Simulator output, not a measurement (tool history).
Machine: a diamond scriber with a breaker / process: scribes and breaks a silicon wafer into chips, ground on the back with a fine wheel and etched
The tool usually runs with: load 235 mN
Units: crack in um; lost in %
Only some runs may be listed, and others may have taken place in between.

run    hour  load  wafers since the last listed run  hours since the diamond tip was replaced  hours since the load on the tip was calibrated  incoming depth of the damage left on the back of the incoming wafer, um  crack  lost
  1       0   235                                 0                                     117.7                                            25.1                                                                     0.67  12.15  0.64
  2     140   235                               214                                     257.7                                           165.1                                                                     0.74  11.74  1.11
  3   178.2   235                                58                                     295.9                                           203.3                                                                     0.47  11.65  1.08
  4   205.9   235                                42                                     323.6                                             231                                                                     0.71  11.78  1.22
  5   234.5   235                                43                                     352.2                                           259.6                                                                     0.62   11.4   1.7
  6   284.8   235                                77                                     402.5                                           309.9                                                                     0.56  11.24  1.92
  7   337.6   235                                81                                     455.3                                           362.7                                                                     0.52  11.07  2.08
  8   373.1   212                                54                                     490.8                                           398.2                                                                     0.58  10.37  4.88
      375.7  -- diamond tip replaced by a new one
  9   547.9   212                               265                                     172.2                                             573                                                                      0.4  11.19  1.92
 10     574   218                                40                                     198.3                                           599.1                                                                     0.49  11.28  2.17
 11   615.7   210                                63                                       240                                           640.8                                                                     0.32  10.99  3.26
 12   673.6   210                                88                                     297.9                                           698.7                                                                     0.58  10.86  4.12
 13   728.4   290                                84                                     352.7                                           753.5                                                                     0.36  13.45   0.9
        751  -- load on the tip recalibrated
      781.2  -- diamond tip replaced by a new one
 14   863.6   235                               201                                      82.4                                           112.6                                                                     0.69  12.19  0.61
 15     916   235                                80                                     134.8                                             165                                                                     0.68   12.1   0.6
 16   971.5   235                                85                                     190.3                                           220.5                                                                     0.52  11.87   0.8
 17  1021.6   192                                76                                     240.4                                           270.6                                                                     0.68  10.14  5.57
 18  1047.8   192                                40                                     266.6                                           296.8                                                                     0.41   9.96  7.03
 19    1121   235                               112                                     339.8                                             370                                                                     0.78  11.37  1.53
 20  1173.5   235                                80                                     392.3                                           422.5                                                                     0.53  11.26  1.88
 21  1220.1   276                                71                                     438.9                                           469.1                                                                     0.64  12.58  0.54
     1232.1  -- diamond tip replaced by a new one
 22  1258.4   203                                55                                      26.3                                           507.4                                                                     0.39  10.99  2.57
 23  1285.8   235                                42                                      53.7                                           534.8                                                                     0.74   12.2  0.62
 24  1316.6   297                                47                                      84.5                                           565.6                                                                     0.73  14.46  2.41
 25  1342.7   175                                40                                     110.6                                           591.7                                                                     0.74   9.64  9.01
 26  1411.2   289                               105                                     179.1                                           660.2                                                                     0.66  13.65  1.31
 27  1527.2   216                               178                                     295.1                                           776.2                                                                     0.77  10.72   3.5
       1542  -- load on the tip recalibrated
 28  1556.2   253                                41                                     324.1                                            14.2                                                                     0.43  11.92  0.88
 29  1623.1   268                               102                                       391                                            81.1                                                                     0.55  12.18  0.61
     1675.9  -- diamond tip replaced by a new one
 30    1682   235                                87                                       6.1                                             140                                                                     0.79  12.29   0.5
 31  1740.1   176                                89                                      64.2                                           198.1                                                                     0.61   9.67  8.47
 32  1799.6   194                                91                                     123.7                                           257.6                                                                      0.8  10.29  4.64
 33  1832.7   213                                50                                     156.8                                           290.7                                                                     0.52  10.97  2.57
 34  1901.4   180                               105                                     225.5                                           359.4                                                                     0.46   9.45  8.46
 35  1972.9   277                               109                                       297                                           430.9                                                                     0.77  12.82  0.47
 36    2028   235                                84                                     352.1                                             486                                                                      0.8   11.3  1.99
 37  2088.1   186                                92                                     412.2                                           546.1                                                                     0.61    9.5  11.5
 38  2128.8   292                                62                                     452.9                                           586.8                                                                      0.8   12.8  0.51
     2193.5  -- diamond tip replaced by a new one
 39    2194   235                                96                                       0.5                                             652                                                                     0.68  12.49  0.56
     2238.6  -- load on the tip recalibrated
 40  2239.1   180                                66                                      45.6                                             0.5                                                                     0.73   10.2  6.75
 41  2263.7   259                                37                                      70.2                                            25.1                                                                     0.43  13.04  0.68

For some of the steps in crack from one run to the next: how much would appear even if the tool had no hidden state, given the settings, what came in and random variation, and how much remains for the hidden state plus any gauge scatter that the measured result and the result without hidden state don't share?
What the log doesn't record here: share of the diamond tip's cutting effectiveness lost through wear, %; deviation of the load on the tip from its setpoint, %.
Run 21 -> 22: load 276 -> 203, diamond tip replaced by a new one. crack -1.59 um: hidden state +1.35, all else -2.94.
Run 24 -> 25: load 297 -> 175. crack -4.82 um: hidden state +0.13, all else -4.95.
Run 25 -> 26: load 175 -> 289. crack +4.01 um: hidden state -0.45, all else +4.46.
Run 29 -> 30: load 268 -> 235, diamond tip replaced by a new one. crack +0.11 um: hidden state +1.3, all else -1.19.
Run 34 -> 35: load 180 -> 277. crack +3.37 um: hidden state -0.55, all else +3.92.
Run 38 -> 39: load 292 -> 235, diamond tip replaced by a new one. crack -0.31 um: hidden state +1.79, all else -2.1.

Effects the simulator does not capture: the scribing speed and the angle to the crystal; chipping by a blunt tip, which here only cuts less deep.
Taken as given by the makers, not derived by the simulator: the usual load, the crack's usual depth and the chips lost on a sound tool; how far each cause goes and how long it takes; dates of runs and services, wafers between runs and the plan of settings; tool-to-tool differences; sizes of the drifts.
